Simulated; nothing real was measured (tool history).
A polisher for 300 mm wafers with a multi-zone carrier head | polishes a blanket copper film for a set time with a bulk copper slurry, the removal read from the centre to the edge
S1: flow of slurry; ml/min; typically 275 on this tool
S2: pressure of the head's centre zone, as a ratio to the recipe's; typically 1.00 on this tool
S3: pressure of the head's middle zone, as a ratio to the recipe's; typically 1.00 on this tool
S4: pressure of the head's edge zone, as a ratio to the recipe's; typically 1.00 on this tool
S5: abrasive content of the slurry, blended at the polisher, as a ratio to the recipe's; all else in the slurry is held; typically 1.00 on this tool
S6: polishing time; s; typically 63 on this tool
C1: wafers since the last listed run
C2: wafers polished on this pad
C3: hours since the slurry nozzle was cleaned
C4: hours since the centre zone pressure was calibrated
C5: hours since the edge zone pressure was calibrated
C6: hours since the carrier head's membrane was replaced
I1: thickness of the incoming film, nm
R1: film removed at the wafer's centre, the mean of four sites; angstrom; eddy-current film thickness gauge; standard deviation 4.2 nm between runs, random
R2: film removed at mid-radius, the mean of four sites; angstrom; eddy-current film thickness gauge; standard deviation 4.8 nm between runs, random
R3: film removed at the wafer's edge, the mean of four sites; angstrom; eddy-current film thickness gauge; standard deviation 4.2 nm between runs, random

| run | hour | S1 | S2 | S3 | S4 | S5 | S6 | C1 | C2 | C3 | C4 | C5 | C6 | I1 | R1 | R2 | R3 |
|---|---|---|---|---|---|---|---|---|---|---|---|---|---|---|---|---|---|
| 1 | 0.0 | 275 | 1.00 | 1.00 | 1.00 | 1.00 | 63 | 0 | 1840 | 79.0 | 693.4 | 1058.8 | 1459.4 | 3896.2 | 3729 | 3772 | 3727 |
|  | 18.9 | centre zone pressure recalibrated |
| 2 | 88.0 | 275 | 1.00 | 1.00 | 1.00 | 1.00 | 63 | 1085 | 2926 | 167.0 | 69.1 | 1146.8 | 1547.4 | 3917.0 | 3751 | 3708 | 3675 |
| 3 | 133.3 | 275 | 1.00 | 1.00 | 1.00 | 1.00 | 63 | 571 | 3498 | 212.3 | 114.4 | 1192.1 | 1592.7 | 3924.5 | 3675 | 3671 | 3642 |
| 4 | 234.7 | 275 | 1.04 | 1.00 | 1.00 | 1.00 | 63 | 1280 | 4778 | 313.7 | 215.8 | 1293.5 | 1694.1 | 3964.4 | 3799 | 3699 | 3688 |
|  | 250.7 | carrier head's membrane replaced by a new one |
| 5 | 316.7 | 275 | 1.04 | 1.00 | 1.00 | 1.00 | 63 | 972 | 5750 | 395.7 | 297.8 | 1375.5 | 66.0 | 3859.0 | 3766 | 3791 | 3709 |
|  | 346.0 | worn pad replaced by a new one |
|  | 403.0 | slurry nozzle cleaned |
| 6 | 409.0 | 275 | 1.04 | 1.00 | 1.00 | 1.00 | 63 | 1102 | 783 | 6.0 | 390.1 | 1467.8 | 158.3 | 3875.5 | 3850 | 3754 | 3722 |
| 7 | 509.5 | 275 | 1.09 | 1.00 | 1.00 | 1.10 | 63 | 1268 | 2051 | 106.5 | 490.6 | 1568.3 | 258.8 | 3913.5 | 4089 | 3837 | 3716 |
| 8 | 560.0 | 275 | 0.90 | 1.00 | 1.00 | 1.00 | 63 | 637 | 2689 | 157.0 | 541.1 | 1618.8 | 309.3 | 3928.8 | 3315 | 3753 | 3747 |
|  | 588.3 | edge zone pressure recalibrated |
| 9 | 609.2 | 275 | 1.04 | 1.00 | 1.00 | 1.00 | 63 | 595 | 3285 | 206.2 | 590.3 | 20.9 | 358.5 | 3951.4 | 3785 | 3737 | 3715 |
| 10 | 701.1 | 275 | 1.00 | 1.00 | 1.00 | 1.00 | 63 | 1160 | 4445 | 298.1 | 682.2 | 112.8 | 450.4 | 3927.2 | 3723 | 3652 | 3616 |
|  | 721.2 | centre zone pressure recalibrated |
| 11 | 783.0 | 195 | 1.00 | 1.11 | 1.00 | 1.00 | 63 | 1008 | 5454 | 380.0 | 61.8 | 194.7 | 532.3 | 3879.6 | 3613 | 3911 | 3691 |
|  | 802.2 | worn pad replaced by a new one |
| 12 | 860.1 | 210 | 1.00 | 1.00 | 1.00 | 1.00 | 63 | 922 | 731 | 457.1 | 138.9 | 271.8 | 609.4 | 3935.5 | 3552 | 3639 | 3615 |
| 13 | 905.8 | 185 | 0.95 | 1.00 | 1.00 | 1.00 | 52 | 576 | 1308 | 502.8 | 184.6 | 317.5 | 655.1 | 3877.2 | 2776 | 2946 | 2963 |
|  | 949.4 | slurry nozzle cleaned |
| 14 | 992.3 | 275 | 1.00 | 1.00 | 0.96 | 0.75 | 63 | 1079 | 2387 | 42.9 | 271.1 | 404.0 | 741.6 | 3955.7 | 3441 | 3602 | 3437 |
| 15 | 1052.7 | 275 | 1.00 | 1.00 | 1.00 | 1.15 | 63 | 762 | 3150 | 103.3 | 331.5 | 464.4 | 802.0 | 3920.2 | 3797 | 3888 | 3714 |
| 16 | 1096.2 | 275 | 0.89 | 1.00 | 0.88 | 1.00 | 63 | 549 | 3699 | 146.8 | 375.0 | 507.9 | 845.5 | 3896.6 | 3283 | 3634 | 3471 |
| 17 | 1186.1 | 275 | 1.00 | 1.00 | 1.12 | 1.00 | 63 | 1135 | 4834 | 236.7 | 464.9 | 597.8 | 935.4 | 3908.8 | 3565 | 3686 | 3917 |
|  | 1222.8 | worn pad replaced by a new one |
| 18 | 1275.5 | 275 | 1.00 | 0.89 | 1.03 | 1.00 | 84 | 1078 | 665 | 326.1 | 554.3 | 687.2 | 1024.8 | 3925.7 | 4845 | 4484 | 4910 |
|  | 1310.4 | centre zone pressure recalibrated |
| 19 | 1349.3 | 185 | 1.09 | 1.00 | 1.00 | 1.00 | 82 | 906 | 1572 | 399.9 | 38.9 | 761.0 | 1098.6 | 3866.7 | 5051 | 4600 | 4761 |
|  | 1391.5 | slurry nozzle cleaned |
| 20 | 1441.0 | 275 | 1.00 | 1.00 | 1.00 | 1.00 | 50 | 1145 | 2717 | 49.5 | 130.6 | 852.7 | 1190.3 | 3898.9 | 2859 | 2838 | 3009 |
| 21 | 1503.4 | 275 | 1.00 | 1.00 | 1.00 | 1.00 | 63 | 787 | 3505 | 111.9 | 193.0 | 915.1 | 1252.7 | 3937.1 | 3654 | 3635 | 3741 |
| 22 | 1541.0 | 235 | 1.00 | 0.97 | 1.00 | 1.00 | 63 | 474 | 3979 | 149.5 | 230.6 | 952.7 | 1290.3 | 3942.2 | 3617 | 3613 | 3692 |

Here are 3 independent what-if runs from the current tool condition. What would each one return?
| A | 1541.4 | 275 | 1.00 | 1.00 | 1.00 | 1.00 | 63 | 5 | 3984 | 149.9 | 231.0 | 953.1 | 1290.7 | 3947.2 | ? | ? | ? |
| B | 1541.4 | 365 | 1.00 | 1.08 | 1.00 | 0.80 | 63 | 5 | 3984 | 149.9 | 231.0 | 953.1 | 1290.7 | 3947.2 | ? | ? | ? |
| C | 1541.4 | 220 | 1.11 | 1.00 | 1.06 | 0.70 | 63 | 5 | 3984 | 149.9 | 231.0 | 953.1 | 1290.7 | 3947.2 | ? | ? | ? |

| run | R1 | R2 | R3 |
|---|---|---|---|
| A | 3664 | 3757 | 3728 |
| B | 3621 | 3953 | 3654 |
| C | 3794 | 3506 | 3585 |
Without the tool's hidden state the same runs would have given:
| run | R1 | R2 | R3 |
|---|---|---|---|
| A | 3664 | 3757 | 3728 |
| B | 3621 | 3953 | 3654 |
| C | 3794 | 3506 | 3585 |

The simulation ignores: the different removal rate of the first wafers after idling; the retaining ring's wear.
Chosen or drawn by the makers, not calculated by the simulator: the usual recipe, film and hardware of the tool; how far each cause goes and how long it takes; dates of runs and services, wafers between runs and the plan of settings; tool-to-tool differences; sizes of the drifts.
